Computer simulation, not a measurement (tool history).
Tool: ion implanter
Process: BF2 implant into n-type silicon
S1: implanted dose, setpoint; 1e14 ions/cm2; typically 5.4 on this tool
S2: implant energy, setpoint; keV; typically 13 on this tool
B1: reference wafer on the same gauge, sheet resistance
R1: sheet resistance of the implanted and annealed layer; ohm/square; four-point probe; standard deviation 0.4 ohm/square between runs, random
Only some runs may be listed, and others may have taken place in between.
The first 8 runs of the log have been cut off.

| run | hour | S1 | S2 | B1 | R1 |
|---|---|---|---|---|---|
| 9 | 301.5 | 6.47 | 13 | 297.15 | 237.1 |
| 10 | 336.2 | 5.97 | 11 | 297.16 | 261.63 |
| 11 | 392.5 | 4.7 | 13 | 296.97 | 294.8 |
| 12 | 442 | 5.94 | 13 | 297.1 | 251.98 |
| 13 | 510.9 | 5.94 | 13 | 297.09 | 250.78 |
| 14 | 569.7 | 5.4 | 13 | 297 | 267.44 |
| 15 | 602.7 | 6.63 | 13 | 296.97 | 232.88 |
| 16 | 654.5 | 6.63 | 13 | 297 | 233.93 |
| 17 | 723.8 | 6.63 | 13 | 297.03 | 233.01 |
| 18 | 787.9 | 5.4 | 10 | 297.06 | 286.41 |

Run 19, settings as shown, results not yet in. Your forecast:
| 19 | 854.9 | 6.5 | 9 | ? | ? |

{"run 19": {"B1": 297.03, "R1": 261.01}}
Had the tool carried no hidden state, the very same run would have given R1 263.17 ohm/square.
